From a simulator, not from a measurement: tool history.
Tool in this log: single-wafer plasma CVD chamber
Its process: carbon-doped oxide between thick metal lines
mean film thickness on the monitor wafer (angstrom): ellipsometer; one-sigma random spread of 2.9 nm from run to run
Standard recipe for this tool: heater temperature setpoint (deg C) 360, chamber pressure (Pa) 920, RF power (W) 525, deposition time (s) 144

run	hour	heater temperature setpoint (deg C)	chamber pressure (Pa)	RF power (W)	deposition time (s)	read-back reference wafer on the same gauge, thickness_nm	mean film thickness on the monitor wafer (angstrom)
1	0	360	920	605	144	775.372	7485.49
# hour 11.8: capacitance manometer re-zeroed and calibrated
2	26.3	360	920	525	144	773.425	6780.08
3	56.6	360	920	525	144	773.803	6803.94
4	76.2	360	920	525	144	774.572	6760.25
# hour 106.4: thermocouple changed; heater temperature recalibrated
5	106.9	356	920	525	144	775.497	6814.26
# hour 122: RF generator calibrated
6	138.7	360	1099	600	118	775.568	6498.89
7	155.7	360	920	525	144	775.623	7170.09
8	181.1	360	704	525	144	774.971	7056.76
9	211.8	347	920	465	126	775.09	5921.98
10	225.1	360	920	525	157	774.525	7779.79
# hour 232.2: gauge calibrated
11	238.6	360	920	525	144	774.225	7171.35
12	267	345	996	430	127	774.551	5639.18
13	293.8	360	920	555	128	774.668	6631.51
# hour 307.7: showerhead replaced
14	329.1	360	920	525	159	773.963	7836.2
15	362	372	920	525	144	774.896	6923.94
16	380.2	360	920	590	119	775.044	6340.34
17	401.9	368	1048	575	165	775.459	8535.12

Expected results for the next run?
18	437.3	360	920	525	144	?	?

read-back reference wafer on the same gauge, thickness_nm: 774.742
mean film thickness on the monitor wafer (angstrom): 7115.98
Take away the tool's hidden state, keep the run-to-run variation as it was, and the same run would have given mean film thickness on the monitor wafer (angstrom) 7256.08.

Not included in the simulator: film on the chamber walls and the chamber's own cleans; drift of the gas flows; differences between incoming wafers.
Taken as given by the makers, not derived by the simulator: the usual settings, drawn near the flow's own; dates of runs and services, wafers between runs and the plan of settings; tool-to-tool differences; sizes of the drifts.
